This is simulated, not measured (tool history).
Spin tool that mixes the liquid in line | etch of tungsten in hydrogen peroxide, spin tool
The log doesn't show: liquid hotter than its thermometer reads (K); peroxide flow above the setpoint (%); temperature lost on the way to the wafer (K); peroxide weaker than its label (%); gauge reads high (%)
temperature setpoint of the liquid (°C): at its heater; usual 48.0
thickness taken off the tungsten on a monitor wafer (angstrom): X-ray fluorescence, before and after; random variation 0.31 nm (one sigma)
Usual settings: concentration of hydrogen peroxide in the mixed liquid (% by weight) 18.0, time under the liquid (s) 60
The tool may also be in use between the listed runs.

run    hour  temperature setpoint of the liquid (°C)  concentration of hydrogen peroxide in the mixed liquid (% by weight)  time under the liquid (s)  wafers since the last listed run  hours since the thermometer was replaced  hours since the peroxide flow meter was replaced  hours since the heated supply line was repaired  hours since the drum of peroxide was connected  hours since the gauge calibration  read-back film thickness of the tungsten reference wafer, read on the same gauge (nm)  thickness taken off the tungsten on a monitor wafer (angstrom)
  1     0.0                                     51.0                                                                  18.0                         75                                 0                                    2132.0                                            2036.3                                            698.8                                           361.9                              475.9                                                                                  79.99                                                           757.7
  2    71.0                                     51.0                                                                  18.0                         75                               728                                    2203.0                                            2107.3                                            769.8                                           432.9                              546.9                                                                                  80.01                                                           745.0
  3   170.2                                     51.0                                                                  18.0                         75                              1017                                    2302.2                                            2206.5                                            869.0                                           532.1                              646.1                                                                                  79.99                                                           767.6
      191.0  -- new drum of peroxide connected
  4   211.9                                     41.0                                                                  18.0                         60                               417                                    2343.9                                            2248.2                                            910.7                                            20.9                              687.8                                                                                  80.01                                                           327.1
  5   318.4                                     41.0                                                                  18.0                         60                              1092                                    2450.4                                            2354.7                                           1017.2                                           127.4                              794.3                                                                                  80.01                                                           330.4
      450.5  -- peroxide flow meter replaced
      559.0  -- gauge calibrated
  6   568.4                                     40.5                                                                  18.0                         60                              2553                                    2700.4                                             117.9                                           1267.2                                           377.4                                9.4                                                                                  79.98                                                           327.7
      619.2  -- thermometer replaced
  7   652.7                                     40.5                                                                  18.0                         60                               854                                      33.5                                             202.2                                           1351.5                                           461.7                               93.7                                                                                  79.98                                                           282.0
      665.5  -- new drum of peroxide connected
      683.3  -- heated supply line repaired
  8   753.1                                     48.0                                                                  20.0                         30                              1009                                     133.9                                             302.6                                             69.8                                            87.6                              194.1                                                                                  79.99                                                           238.7
  9   807.6                                     48.0                                                                  18.0                         60                               558                                     188.4                                             357.1                                            124.3                                           142.1                              248.6                                                                                  80.03                                                           457.3
 10   857.4                                     58.0                                                                  23.5                         45                               510                                     238.2                                             406.9                                            174.1                                           191.9                              298.4                                                                                  80.01                                                           717.8
 11   912.0                                     40.5                                                                  15.0                         40                               559                                     292.8                                             461.5                                            228.7                                           246.5                              353.0                                                                                  79.99                                                           173.7
 12   976.8                                     40.5                                                                  18.0                         60                               664                                     357.6                                             526.3                                            293.5                                           311.3                              417.8                                                                                  79.96                                                           288.0
 13  1026.9                                     57.5                                                                  22.5                         80                               513                                     407.7                                             576.4                                            343.6                                           361.4                              467.9                                                                                  80.02                                                          1225.1
 14  1097.4                                     41.5                                                                  18.0                         70                               723                                     478.2                                             646.9                                            414.1                                           431.9                              538.4                                                                                  80.03                                                           360.9

Forecast each of these 4 alternatives for the next run:
  A  1097.8                                     48.0                                                                  23.0                         60                                 4                                     478.6                                             647.3                                            414.5                                           432.3                              538.8                                                                                      ?                                                               ?
  B  1097.8                                     57.0                                                                  23.0                         75                                 4                                     478.6                                             647.3                                            414.5                                           432.3                              538.8                                                                                      ?                                                               ?
  C  1097.8                                     38.0                                                                  18.0                         60                                 4                                     478.6                                             647.3                                            414.5                                           432.3                              538.8                                                                                      ?                                                               ?
  D  1097.8                                     53.5                                                                  18.0                         60                                 4                                     478.6                                             647.3                                            414.5                                           432.3                              538.8                                                                                      ?                                                               ?

run  read-back film thickness of the tungsten reference wafer, read on the same gauge (nm)  thickness taken off the tungsten on a monitor wafer (angstrom)
  A                                                                                  80.01                                                           531.7
  B                                                                                  80.01                                                          1139.8
  C                                                                                  80.01                                                           249.0
  D                                                                                  80.01                                                           656.3
Without the tool's hidden state the same runs would have given:
run  thickness taken off the tungsten on a monitor wafer (angstrom)
  A                                                           509.2
  B                                                          1094.1
  C                                                           237.8
  D                                                           629.5
